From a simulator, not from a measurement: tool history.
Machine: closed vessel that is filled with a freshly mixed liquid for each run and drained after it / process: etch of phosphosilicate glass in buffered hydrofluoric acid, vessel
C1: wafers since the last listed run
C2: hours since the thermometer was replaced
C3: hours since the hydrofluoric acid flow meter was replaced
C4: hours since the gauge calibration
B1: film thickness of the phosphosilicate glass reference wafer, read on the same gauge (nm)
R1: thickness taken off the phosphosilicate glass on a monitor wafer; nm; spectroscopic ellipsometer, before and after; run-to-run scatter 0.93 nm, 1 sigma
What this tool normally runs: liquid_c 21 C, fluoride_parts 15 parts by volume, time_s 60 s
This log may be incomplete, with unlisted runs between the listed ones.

{"run": 1, "hour": 0.0, "liquid_c": 21, "fluoride_parts": 15, "time_s": 75, "C1": 0, "C2": 1618.1, "C3": 1607.9, "C4": 256.3, "B1": 80, "R1": 146.17}
{"run": 2, "hour": 61.2, "liquid_c": 21, "fluoride_parts": 15, "time_s": 75, "C1": 5258, "C2": 1679.3, "C3": 1669.1, "C4": 317.5, "B1": 79.98, "R1": 147.75}
{"run": 3, "hour": 126.2, "liquid_c": 24.5, "fluoride_parts": 15, "time_s": 60, "C1": 5585, "C2": 1744.3, "C3": 1734.1, "C4": 382.5, "B1": 80.02, "R1": 143.14}
{"run": 4, "hour": 154.5, "liquid_c": 24.5, "fluoride_parts": 15, "time_s": 60, "C1": 2431, "C2": 1772.6, "C3": 1762.4, "C4": 410.8, "B1": 79.98, "R1": 144}
{"run": 5, "hour": 220.6, "liquid_c": 21, "fluoride_parts": 15, "time_s": 60, "C1": 5679, "C2": 1838.7, "C3": 1828.5, "C4": 476.9, "B1": 80.02, "R1": 117.23}
{"run": 6, "hour": 267.0, "liquid_c": 23, "fluoride_parts": 15, "time_s": 60, "C1": 3986, "C2": 1885.1, "C3": 1874.9, "C4": 523.3, "B1": 80, "R1": 134.24}
{"run": 7, "hour": 327.1, "liquid_c": 23, "fluoride_parts": 15, "time_s": 60, "C1": 5164, "C2": 1945.2, "C3": 1935, "C4": 583.4, "B1": 79.99, "R1": 131.88}
{"hour": 338.8, "done": "gauge calibrated"}
{"run": 8, "hour": 390.5, "liquid_c": 21, "fluoride_parts": 15, "time_s": 70, "C1": 5447, "C2": 2008.6, "C3": 1998.4, "C4": 51.7, "B1": 79.99, "R1": 139.53}
{"run": 9, "hour": 415.4, "liquid_c": 21, "fluoride_parts": 15, "time_s": 70, "C1": 2139, "C2": 2033.5, "C3": 2023.3, "C4": 76.6, "B1": 79.98, "R1": 136.84}
{"run": 10, "hour": 439.9, "liquid_c": 21, "fluoride_parts": 15, "time_s": 70, "C1": 2105, "C2": 2058, "C3": 2047.8, "C4": 101.1, "B1": 80, "R1": 139.45}
{"run": 11, "hour": 465.3, "liquid_c": 21, "fluoride_parts": 15, "time_s": 60, "C1": 2182, "C2": 2083.4, "C3": 2073.2, "C4": 126.5, "B1": 80.03, "R1": 118.7}
{"run": 12, "hour": 535.6, "liquid_c": 21, "fluoride_parts": 15, "time_s": 60, "C1": 6040, "C2": 2153.7, "C3": 2143.5, "C4": 196.8, "B1": 80.01, "R1": 119.63}
{"run": 13, "hour": 579.6, "liquid_c": 18.5, "fluoride_parts": 12, "time_s": 35, "C1": 3780, "C2": 2197.7, "C3": 2187.5, "C4": 240.8, "B1": 80.02, "R1": 75.8}
{"hour": 678.2, "done": "hydrofluoric acid flow meter replaced"}
{"hour": 721.8, "done": "thermometer replaced"}
{"run": 14, "hour": 745.0, "liquid_c": 23, "fluoride_parts": 20.5, "time_s": 45, "C1": 14039, "C2": 23.2, "C3": 66.8, "C4": 406.2, "B1": 79.99, "R1": 73.34}
{"run": 15, "hour": 813.6, "liquid_c": 25.5, "fluoride_parts": 15, "time_s": 60, "C1": 5894, "C2": 91.8, "C3": 135.4, "C4": 474.8, "B1": 79.99, "R1": 150.57}
{"run": 16, "hour": 873.2, "liquid_c": 21, "fluoride_parts": 19.5, "time_s": 60, "C1": 5121, "C2": 151.4, "C3": 195, "C4": 534.4, "B1": 80, "R1": 91.49}
{"run": 17, "hour": 910.8, "liquid_c": 18.5, "fluoride_parts": 12.5, "time_s": 80, "C1": 3230, "C2": 189, "C3": 232.6, "C4": 572, "B1": 79.99, "R1": 162.34}
{"run": 18, "hour": 949.8, "liquid_c": 21, "fluoride_parts": 15, "time_s": 75, "C1": 3351, "C2": 228, "C3": 271.6, "C4": 611, "B1": 79.99, "R1": 148.06}
{"run": 19, "hour": 983.5, "liquid_c": 21, "fluoride_parts": 15, "time_s": 75, "C1": 2895, "C2": 261.7, "C3": 305.3, "C4": 644.7, "B1": 80.02, "R1": 148.65}
{"run": 20, "hour": 1007.9, "liquid_c": 21, "fluoride_parts": 17, "time_s": 75, "C1": 2096, "C2": 286.1, "C3": 329.7, "C4": 669.1, "B1": 80, "R1": 132.79}

What the log doesn't show, run by run:
liquid hotter than its thermometer reads (K): 0 in every run
hydrofluoric acid flow below the setpoint (%): 0 in every run
gauge reads high (%): 0 in every run
